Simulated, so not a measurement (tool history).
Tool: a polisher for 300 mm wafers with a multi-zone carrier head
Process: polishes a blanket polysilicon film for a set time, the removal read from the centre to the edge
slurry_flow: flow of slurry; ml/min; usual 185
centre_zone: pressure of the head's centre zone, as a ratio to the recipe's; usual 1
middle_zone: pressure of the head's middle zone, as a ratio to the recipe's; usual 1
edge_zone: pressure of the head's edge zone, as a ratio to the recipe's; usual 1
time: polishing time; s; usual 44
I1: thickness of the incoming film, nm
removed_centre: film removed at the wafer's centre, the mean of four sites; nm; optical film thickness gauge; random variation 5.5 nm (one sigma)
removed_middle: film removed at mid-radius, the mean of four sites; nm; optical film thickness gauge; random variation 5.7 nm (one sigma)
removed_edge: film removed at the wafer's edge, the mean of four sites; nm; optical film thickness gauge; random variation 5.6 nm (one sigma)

{"run": 1, "day": 0.0, "slurry_flow": 185, "centre_zone": 1, "middle_zone": 1, "edge_zone": 1, "time": 44, "I1": 1099.7, "removed_centre": 341.7, "removed_middle": 378.7, "removed_edge": 380.9}
{"run": 2, "day": 2.588, "slurry_flow": 235, "centre_zone": 1, "middle_zone": 0.97, "edge_zone": 1, "time": 44, "I1": 1116.7, "removed_centre": 369.6, "removed_middle": 383.9, "removed_edge": 376.6}
{"run": 3, "day": 3.788, "slurry_flow": 185, "centre_zone": 1, "middle_zone": 1, "edge_zone": 1, "time": 44, "I1": 1111.6, "removed_centre": 346.2, "removed_middle": 385.3, "removed_edge": 383.1}
{"run": 4, "day": 5.408, "slurry_flow": 185, "centre_zone": 1, "middle_zone": 1.09, "edge_zone": 1, "time": 35, "I1": 1118.2, "removed_centre": 275.6, "removed_middle": 325.3, "removed_edge": 291.8}
{"run": 5, "day": 8.233, "slurry_flow": 185, "centre_zone": 1, "middle_zone": 1, "edge_zone": 1, "time": 44, "I1": 1085, "removed_centre": 341.3, "removed_middle": 381.6, "removed_edge": 367.6}
{"run": 6, "day": 11.033, "slurry_flow": 185, "centre_zone": 1, "middle_zone": 1, "edge_zone": 1, "time": 44, "I1": 1128.5, "removed_centre": 348.6, "removed_middle": 373.2, "removed_edge": 370.1}
{"run": 7, "day": 12.542, "slurry_flow": 185, "centre_zone": 1, "middle_zone": 1, "edge_zone": 1, "time": 44, "I1": 1104.6, "removed_centre": 352.2, "removed_middle": 379.4, "removed_edge": 372.7}
{"run": 8, "day": 13.896, "slurry_flow": 140, "centre_zone": 0.95, "middle_zone": 1, "edge_zone": 0.92, "time": 44, "I1": 1114.6, "removed_centre": 302.4, "removed_middle": 365.6, "removed_edge": 343}
{"run": 9, "day": 16.029, "slurry_flow": 165, "centre_zone": 0.9, "middle_zone": 1.11, "edge_zone": 1, "time": 34, "I1": 1094.8, "removed_centre": 249.9, "removed_middle": 319.4, "removed_edge": 280}
{"run": 10, "day": 18.921, "slurry_flow": 220, "centre_zone": 1, "middle_zone": 0.9, "edge_zone": 1, "time": 44, "I1": 1099.9, "removed_centre": 372.3, "removed_middle": 353, "removed_edge": 379.8}
{"run": 11, "day": 20.742, "slurry_flow": 185, "centre_zone": 1, "middle_zone": 1, "edge_zone": 1, "time": 44, "I1": 1119.1, "removed_centre": 348.8, "removed_middle": 383.2, "removed_edge": 370}
{"run": 12, "day": 23.488, "slurry_flow": 185, "centre_zone": 1, "middle_zone": 1, "edge_zone": 1, "time": 44, "I1": 1111.4, "removed_centre": 347.6, "removed_middle": 378, "removed_edge": 378.1}
{"run": 13, "day": 25.554, "slurry_flow": 185, "centre_zone": 1, "middle_zone": 1, "edge_zone": 1, "time": 44, "I1": 1097.9, "removed_centre": 344.1, "removed_middle": 379.2, "removed_edge": 370.5}
{"run": 14, "day": 27.308, "slurry_flow": 185, "centre_zone": 1, "middle_zone": 1, "edge_zone": 1, "time": 44, "I1": 1111.2, "removed_centre": 340.2, "removed_middle": 387.8, "removed_edge": 373.2}
{"run": 15, "day": 29.696, "slurry_flow": 185, "centre_zone": 1, "middle_zone": 0.9, "edge_zone": 1.03, "time": 44, "I1": 1108.9, "removed_centre": 350.6, "removed_middle": 346.1, "removed_edge": 376.7}
{"run": 16, "day": 31.521, "slurry_flow": 150, "centre_zone": 1.1, "middle_zone": 1, "edge_zone": 0.91, "time": 52, "I1": 1116, "removed_centre": 429.3, "removed_middle": 426.9, "removed_edge": 413.8}
{"run": 17, "day": 33.088, "slurry_flow": 155, "centre_zone": 1, "middle_zone": 1, "edge_zone": 1, "time": 34, "I1": 1123.6, "removed_centre": 252.9, "removed_middle": 289.4, "removed_edge": 277.6}
{"run": 18, "day": 35.146, "slurry_flow": 185, "centre_zone": 0.96, "middle_zone": 1, "edge_zone": 1, "time": 44, "I1": 1096.7, "removed_centre": 354.6, "removed_middle": 369.5, "removed_edge": 375.4}
{"run": 19, "day": 37.008, "slurry_flow": 185, "centre_zone": 1, "middle_zone": 1, "edge_zone": 1, "time": 52, "I1": 1105.8, "removed_centre": 421.1, "removed_middle": 459.2, "removed_edge": 434.6}
{"run": 20, "day": 38.829, "slurry_flow": 185, "centre_zone": 1, "middle_zone": 1, "edge_zone": 1, "time": 44, "I1": 1100.9, "removed_centre": 358.7, "removed_middle": 378.9, "removed_edge": 373.8}
{"run": 21, "day": 40.629, "slurry_flow": 185, "centre_zone": 1, "middle_zone": 1.09, "edge_zone": 1, "time": 35, "I1": 1107.2, "removed_centre": 275.7, "removed_middle": 331.8, "removed_edge": 294.8}
{"run": 22, "day": 42.475, "slurry_flow": 185, "centre_zone": 1, "middle_zone": 1, "edge_zone": 0.92, "time": 44, "I1": 1110.8, "removed_centre": 344.3, "removed_middle": 385.2, "removed_edge": 360.2}
{"run": 23, "day": 45.438, "slurry_flow": 165, "centre_zone": 1, "middle_zone": 1, "edge_zone": 1, "time": 57, "I1": 1130.5, "removed_centre": 433.7, "removed_middle": 485.7, "removed_edge": 471.7}

Not shown: 10 entries that the log had between the listed runs. Between which runs, and how does the tool's hidden state differ before and after?
Between runs 2 and 3: slurry nozzle cleaned (day 3.379)
  deviation of the centre zone's pressure from its setpoint, %: -5.85 -> -6.16
  measured less the result without the state, removed_centre: -23.1 -> -22.9 nm
Between runs 8 and 9: centre zone pressure recalibrated (day 14.146)
  deviation of the centre zone's pressure from its setpoint, %: -7.41 -> -1.34
  measured less the result without the state, removed_centre: -24.4 -> -3.5 nm
Between runs 9 and 10: worn pad replaced by a new one (day 16.379); carrier head's membrane replaced by a new one (day 16.662)
  deviation of the centre zone's pressure from its setpoint, %: -1.34 -> -3.83
  measured less the result without the state, removed_centre: -3.5 -> -14.9 nm
Between runs 11 and 12: slurry nozzle cleaned (day 23.121)
  deviation of the centre zone's pressure from its setpoint, %: -4.93 -> -6.13
  measured less the result without the state, removed_centre: -18.2 -> -22.9 nm
Between runs 12 and 13: edge zone pressure recalibrated (day 23.933)
  deviation of the centre zone's pressure from its setpoint, %: -6.13 -> -6.75
  measured less the result without the state, removed_centre: -22.9 -> -25 nm
Between runs 17 and 18: centre zone pressure recalibrated (day 34.029)
  deviation of the centre zone's pressure from its setpoint, %: -7.93 -> -1.39
  measured less the result without the state, removed_centre: -21.9 -> -5.1 nm
Between runs 19 and 20: worn pad replaced by a new one (day 38.188)
  deviation of the centre zone's pressure from its setpoint, %: -3.33 -> -4.76
  measured less the result without the state, removed_centre: -14.6 -> -18 nm
Between runs 21 and 22: slurry nozzle cleaned (day 41.588)
  deviation of the centre zone's pressure from its setpoint, %: -5.85 -> -6.71
  measured less the result without the state, removed_centre: -17.2 -> -24.9 nm
Between runs 22 and 23: carrier head's membrane replaced by a new one (day 45.221)
  deviation of the centre zone's pressure from its setpoint, %: -6.71 -> -7.67
  measured less the result without the state, removed_centre: -24.9 -> -36.3 nm
